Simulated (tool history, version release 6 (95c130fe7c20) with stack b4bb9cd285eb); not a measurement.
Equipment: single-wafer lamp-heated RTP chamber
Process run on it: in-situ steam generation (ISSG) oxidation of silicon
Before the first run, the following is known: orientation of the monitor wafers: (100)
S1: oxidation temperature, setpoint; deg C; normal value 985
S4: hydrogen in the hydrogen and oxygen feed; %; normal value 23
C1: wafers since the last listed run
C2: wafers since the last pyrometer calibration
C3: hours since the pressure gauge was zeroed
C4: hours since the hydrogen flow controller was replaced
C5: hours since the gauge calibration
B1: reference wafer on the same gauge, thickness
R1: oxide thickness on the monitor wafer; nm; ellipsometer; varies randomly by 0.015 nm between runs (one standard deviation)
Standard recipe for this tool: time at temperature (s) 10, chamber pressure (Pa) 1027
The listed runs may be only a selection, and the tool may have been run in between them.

Run 1, hour 0.0: usual settings but time at temperature (s) 12; C1 0; C2 2597; C3 1207.3; C4 5102.6; C5 458.9; B1 3.727. Result: R1 4.305 nm.
Run 2, hour 29.8: usual settings but time at temperature (s) 12; C1 247; C2 2845; C3 1237.1; C4 5132.4; C5 488.7; B1 3.729. Result: R1 4.331 nm.
Run 3, hour 65.4: usual settings; C1 296; C2 3141; C3 1272.7; C4 5168.0; C5 524.3; B1 3.731. Result: R1 3.999 nm.
Run 4, hour 94.7: usual settings; C1 243; C2 3385; C3 1302.0; C4 5197.3; C5 553.6; B1 3.730. Result: R1 4.006 nm.
Run 5, hour 126.6: usual settings; C1 265; C2 3650; C3 1333.9; C4 5229.2; C5 585.5; B1 3.729. Result: R1 4.010 nm.
Run 6, hour 143.7: usual settings but time at temperature (s) 11; C1 142; C2 3792; C3 1351.0; C4 5246.3; C5 602.6; B1 3.732. Result: R1 4.188 nm.
Run 7, hour 165.1: usual settings but time at temperature (s) 11; C1 178; C2 3971; C3 1372.4; C4 5267.7; C5 624.0; B1 3.728. Result: R1 4.203 nm.
Run 8, hour 194.2: usual settings but S4 20 %; C1 242; C2 4213; C3 1401.5; C4 5296.8; C5 653.1; B1 3.734. Result: R1 3.915 nm.
At hour 205.9: gauge calibrated.
At hour 222.0: pyrometer window cleaned and pyrometer calibrated.
Run 9, hour 222.5: usual settings; C1 168; C2 4; C3 1429.8; C4 5325.1; C5 16.6; B1 3.727. Result: R1 4.139 nm.
Run 10, hour 236.6: usual settings; C1 117; C2 121; C3 1443.9; C4 5339.2; C5 30.7; B1 3.732. Result: R1 4.132 nm.
Run 11, hour 251.6: usual settings; C1 124; C2 246; C3 1458.9; C4 5354.2; C5 45.7; B1 3.732. Result: R1 4.138 nm.
Run 12, hour 268.5: usual settings; C1 140; C2 386; C3 1475.8; C4 5371.1; C5 62.6; B1 3.734. Result: R1 4.112 nm.
Run 13, hour 285.2: usual settings; C1 138; C2 525; C3 1492.5; C4 5387.8; C5 79.3; B1 3.728. Result: R1 4.135 nm.
At hour 319.2: pyrometer window cleaned and pyrometer calibrated, repeated, since the last time left the tool worse.
Run 14, hour 319.7: usual settings; C1 220; C2 4; C3 1527.0; C4 5422.3; C5 113.8; B1 3.728. Result: R1 3.963 nm.
Run 15, hour 336.9: usual settings but S1 1002 deg C, S4 16 %; C1 143; C2 147; C3 1544.2; C4 5439.5; C5 131.0; B1 3.731. Result: R1 3.834 nm.
At hour 354.3: hydrogen flow controller replaced.
Run 16, hour 370.7: usual settings but chamber pressure (Pa) 920; C1 214; C2 362; C3 1578.0; C4 16.4; C5 164.8; B1 3.732. Result: R1 3.954 nm.
Run 17, hour 387.7: usual settings but chamber pressure (Pa) 1187; C1 141; C2 503; C3 1595.0; C4 33.4; C5 181.8; B1 3.727. Result: R1 3.956 nm.
At hour 420.9: pressure gauge zeroed.
Run 18, hour 421.4: usual settings; C1 213; C2 717; C3 0.5; C4 67.1; C5 215.5; B1 3.728. Result: R1 3.988 nm.
Run 19, hour 444.3: usual settings but S1 995 deg C, chamber pressure (Pa) 1107; C1 190; C2 908; C3 23.4; C4 90.0; C5 238.4; B1 3.728. Result: R1 4.078 nm.
Run 20, hour 478.9: usual settings but S4 32 %; C1 287; C2 1195; C3 58.0; C4 124.6; C5 273.0; B1 3.726. Result: R1 4.369 nm.
Run 21, hour 513.4: usual settings but S1 994 deg C, time at temperature (s) 11, chamber pressure (Pa) 1147, S4 26 %; C1 287; C2 1482; C3 92.5; C4 159.1; C5 307.5; B1 3.734. Result: R1 4.377 nm.
Run 22, hour 527.4: usual settings but S1 994 deg C, chamber pressure (Pa) 933; C1 116; C2 1599; C3 106.5; C4 173.1; C5 321.5; B1 3.730. Result: R1 4.090 nm.
Run 23, hour 556.2: usual settings but time at temperature (s) 7, chamber pressure (Pa) 1120, S4 17 %; C1 239; C2 1839; C3 135.3; C4 201.9; C5 350.3; B1 3.728. Result: R1 3.186 nm.
Run 24, hour 585.3: usual settings but S1 971 deg C; C1 242; C2 2081; C3 164.4; C4 231.0; C5 379.4; B1 3.728. Result: R1 3.864 nm.
Run 25, hour 603.0: usual settings but S4 31 %; C1 147; C2 2228; C3 182.1; C4 248.7; C5 397.1; B1 3.729. Result: R1 4.349 nm.
Run 26, hour 615.1: usual settings; C1 100; C2 2329; C3 194.2; C4 260.8; C5 409.2; B1 3.729. Result: R1 4.003 nm.
Run 27, hour 649.2: usual settings; C1 283; C2 2612; C3 228.3; C4 294.9; C5 443.3; B1 3.729. Result: R1 4.001 nm.
Run 28, hour 667.9: usual settings but chamber pressure (Pa) 1120, S4 18 %; C1 155; C2 2768; C3 247.0; C4 313.6; C5 462.0; B1 3.729. Result: R1 3.750 nm.

Take each entry between the runs: how does the hidden state at the last listed run before it differ from the hidden state at the first listed run after it?
Run 8 -> run 9: gauge calibrated (hour 205.9); pyrometer window cleaned and pyrometer calibrated (hour 222.0)
  true wafer temperature minus pyrometer reading, K: 6.75 -> 12.8
  the result without the hidden state subtracted from the measured one, R1: +0.077 -> +0.156 nm
Run 13 -> run 14: pyrometer window cleaned and pyrometer calibrated, repeated, since the last time left the tool worse (hour 319.2)
  true wafer temperature minus pyrometer reading, K: 12.9 -> 0.455
  the result without the hidden state subtracted from the measured one, R1: +0.157 -> +0.006 nm
Run 15 -> run 16: hydrogen flow controller replaced (hour 354.3)
  true wafer temperature minus pyrometer reading, K: 0.463 -> 0.525
  the result without the hidden state subtracted from the measured one, R1: +0.006 -> +0.006 nm
Run 17 -> run 18: pressure gauge zeroed (hour 420.9)
  true wafer temperature minus pyrometer reading, K: 0.578 -> 0.729
  the result without the hidden state subtracted from the measured one, R1: +0.007 -> +0.008 nm

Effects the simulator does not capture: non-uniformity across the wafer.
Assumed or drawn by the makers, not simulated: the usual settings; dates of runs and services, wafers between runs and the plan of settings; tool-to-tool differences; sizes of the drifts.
